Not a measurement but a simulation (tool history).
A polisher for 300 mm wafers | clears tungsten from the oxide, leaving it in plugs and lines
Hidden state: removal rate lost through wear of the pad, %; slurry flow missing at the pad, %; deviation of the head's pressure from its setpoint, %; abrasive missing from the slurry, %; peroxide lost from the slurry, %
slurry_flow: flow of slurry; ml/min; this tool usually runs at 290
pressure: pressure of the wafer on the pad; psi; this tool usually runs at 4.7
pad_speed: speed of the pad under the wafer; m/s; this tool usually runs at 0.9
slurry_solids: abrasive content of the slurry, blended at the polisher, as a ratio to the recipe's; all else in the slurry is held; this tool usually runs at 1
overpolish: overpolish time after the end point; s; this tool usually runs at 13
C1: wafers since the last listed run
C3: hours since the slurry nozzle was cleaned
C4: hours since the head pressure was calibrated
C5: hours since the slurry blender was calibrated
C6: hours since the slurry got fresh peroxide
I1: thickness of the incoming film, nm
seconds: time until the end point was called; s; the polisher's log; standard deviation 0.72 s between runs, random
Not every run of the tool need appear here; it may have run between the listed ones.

Run 1, hour 0: usual settings; C1 0; wafers polished on this pad 1318; C3 75.8; C4 130.9; C5 171.7; C6 183.8; I1 260.1. Result: seconds 46.6 s.
At hour 4.9: slurry tank refilled with fresh slurry and peroxide.
At hour 14.5: slurry blender recalibrated.
Run 2, hour 15: usual settings but slurry_flow 250 ml/min; C1 102; wafers polished on this pad 1421; C3 90.8; C4 145.9; C5 0.5; C6 10.1; I1 262.6. Result: seconds 45.5 s.
At hour 34.4: worn pad replaced by a new one.
Run 3, hour 120.4: usual settings but slurry_flow 250 ml/min; C1 869; wafers polished on this pad 737; C3 196.2; C4 251.3; C5 105.9; C6 115.5; I1 261.5. Result: seconds 45.8 s.
Run 4, hour 136.6: usual settings but overpolish 7 s; C1 138; wafers polished on this pad 876; C3 212.4; C4 267.5; C5 122.1; C6 131.7; I1 259.4. Result: seconds 44.2 s.
Run 5, hour 154.8: usual settings but overpolish 7 s; C1 156; wafers polished on this pad 1032; C3 230.6; C4 285.7; C5 140.3; C6 149.9; I1 262.9. Result: seconds 44.9 s.
At hour 159.4: slurry tank refilled with fresh slurry and peroxide.
Run 6, hour 170.5: usual settings but overpolish 7 s; C1 126; wafers polished on this pad 1158; C3 246.3; C4 301.4; C5 156; C6 11.1; I1 261.8. Result: seconds 46.1 s.
At hour 180.3: slurry blender recalibrated.
At hour 191.1: slurry nozzle cleaned.
Run 7, hour 196.1: usual settings; C1 193; wafers polished on this pad 1352; C3 5; C4 327; C5 15.8; C6 36.7; I1 257.7. Result: seconds 43.2 s.
At hour 221.6: worn pad replaced by a new one.
Run 8, hour 223.5: usual settings; C1 200; wafers polished on this pad 16; C3 32.4; C4 354.4; C5 43.2; C6 64.1; I1 263.8. Result: seconds 43.2 s.
Run 9, hour 256.2: usual settings but slurry_solids 1.15; C1 280; wafers polished on this pad 296; C3 65.1; C4 387.1; C5 75.9; C6 96.8; I1 258.3. Result: seconds 40.9 s.
Run 10, hour 299.9: usual settings but pad_speed 0.76 m/s; C1 374; wafers polished on this pad 671; C3 108.8; C4 430.8; C5 119.6; C6 140.5; I1 264.9. Result: seconds 51.4 s.
At hour 322.8: slurry tank refilled with fresh slurry and peroxide.
Run 11, hour 323.8: usual settings but pad_speed 0.76 m/s; C1 196; wafers polished on this pad 867; C3 132.7; C4 454.7; C5 143.5; C6 1; I1 259.1. Result: seconds 50.7 s.
At hour 342: slurry blender recalibrated.
Run 12, hour 344.8: usual settings but pad_speed 0.74 m/s; C1 162; wafers polished on this pad 1030; C3 153.7; C4 475.7; C5 2.8; C6 22; I1 260.1. Result: seconds 51.9 s.
At hour 369.2: head pressure recalibrated.
Run 13, hour 380.6: usual settings but slurry_flow 355 ml/min, pressure 3.6 psi, slurry_solids 0.8; C1 289; wafers polished on this pad 1320; C3 189.5; C4 11.4; C5 38.6; C6 57.8; I1 265.1. Result: seconds 65.4 s.
At hour 407.3: worn pad replaced by a new one.
Run 14, hour 409.2: usual settings but pressure 3.8 psi, slurry_solids 1.15; C1 210; wafers polished on this pad 16; C3 218.1; C4 40; C5 67.2; C6 86.4; I1 260.8. Result: seconds 54.5 s.
Run 15, hour 437: usual settings but pressure 4.1 psi, pad_speed 0.8 m/s, slurry_solids 0.75, overpolish 11 s; C1 238; wafers polished on this pad 254; C3 245.9; C4 67.8; C5 95; C6 114.2; I1 265.5. Result: seconds 64.3 s.
Run 16, hour 457.6: usual settings; C1 176; wafers polished on this pad 431; C3 266.5; C4 88.4; C5 115.6; C6 134.8; I1 259.6. Result: seconds 45.7 s.
At hour 493.3: slurry nozzle cleaned.
Run 17, hour 493.8: usual settings but pad_speed 0.7 m/s, overpolish 11 s; C1 301; wafers polished on this pad 733; C3 0.5; C4 124.6; C5 151.8; C6 171; I1 263. Result: seconds 57.1 s.
At hour 507.8: slurry blender recalibrated.
Run 18, hour 510.2: usual settings but slurry_flow 370 ml/min, pressure 6 psi, pad_speed 0.6 m/s, slurry_solids 1.15; C1 123; wafers polished on this pad 856; C3 16.9; C4 141; C5 2.4; C6 187.4; I1 259.1. Result: seconds 49.6 s.
At hour 512.8: slurry tank refilled with fresh slurry and peroxide.
Run 19, hour 542.3: usual settings but slurry_flow 255 ml/min, pressure 4.2 psi, overpolish 17 s; C1 266; wafers polished on this pad 1123; C3 49; C4 173.1; C5 34.5; C6 29.5; I1 260.4. Result: seconds 49.1 s.
Run 20, hour 560.2: usual settings; C1 153; wafers polished on this pad 1276; C3 66.9; C4 191; C5 52.4; C6 47.4; I1 261.4. Result: seconds 44.5 s.
Run 21, hour 577.4: usual settings but slurry_flow 350 ml/min, pad_speed 0.68 m/s; C1 147; wafers polished on this pad 1424; C3 84.1; C4 208.2; C5 69.6; C6 64.6; I1 256.2. Result: seconds 56.3 s.
At hour 596: worn pad replaced by a new one.
Run 22, hour 607.3: usual settings; C1 222; wafers polished on this pad 97; C3 114; C4 238.1; C5 99.5; C6 94.5; I1 259.1. Result: seconds 43.6 s.
Run 23, hour 625.3: usual settings; C1 154; wafers polished on this pad 251; C3 132; C4 256.1; C5 117.5; C6 112.5; I1 259.6. Result: seconds 43.4 s.
Run 24, hour 658.5: usual settings but pad_speed 0.76 m/s, overpolish 8 s; C1 284; wafers polished on this pad 536; C3 165.2; C4 289.3; C5 150.7; C6 145.7; I1 256.8. Result: seconds 50.8 s.
At hour 698.1: slurry tank refilled with fresh slurry and peroxide.
At hour 700.6: slurry blender recalibrated.
Run 25, hour 753.3: usual settings but pad_speed 1.14 m/s, slurry_solids 1.25; C1 787; wafers polished on this pad 1323; C3 260; C4 384.1; C5 52.7; C6 55.2; I1 260.3. Result: seconds 31.9 s.
At hour 787.2: worn pad replaced by a new one.
Run 26, hour 788.8: usual settings but pad_speed 0.74 m/s; C1 270; wafers polished on this pad 13; C3 295.5; C4 419.6; C5 88.2; C6 90.7; I1 257.1. Result: seconds 50.2 s.
At hour 807.9: head pressure recalibrated.
Run 27, hour 813.3: usual settings but pressure 6 psi, pad_speed 0.8 m/s, slurry_solids 0.9, overpolish 18 s; C1 192; wafers polished on this pad 206; C3 320; C4 5.4; C5 112.7; C6 115.2; I1 259.9. Result: seconds 43 s.

Branching from run 27: 3 alternative next runs. What would each branch give?
Run A, hour 813.7: usual settings but overpolish 16 s; C1 3; wafers polished on this pad 209; C3 320.4; C4 5.8; C5 113.1; C6 115.6; I1 263.7. Result: seconds ?.
Run B, hour 813.7: usual settings but slurry_flow 375 ml/min, pressure 5.6 psi, slurry_solids 1.2; C1 3; wafers polished on this pad 209; C3 320.4; C4 5.8; C5 113.1; C6 115.6; I1 263.7. Result: seconds ?.
Run C, hour 813.7: usual settings but slurry_solids 1.2; C1 3; wafers polished on this pad 209; C3 320.4; C4 5.8; C5 113.1; C6 115.6; I1 263.7. Result: seconds ?.

run  seconds
  A     46.3
  B     36.3
  C     44.1
Take away the tool's hidden state, keep each run's random variation, and the runs would have read:
run  seconds
  A     46.7
  B     36.6
  C     44.6
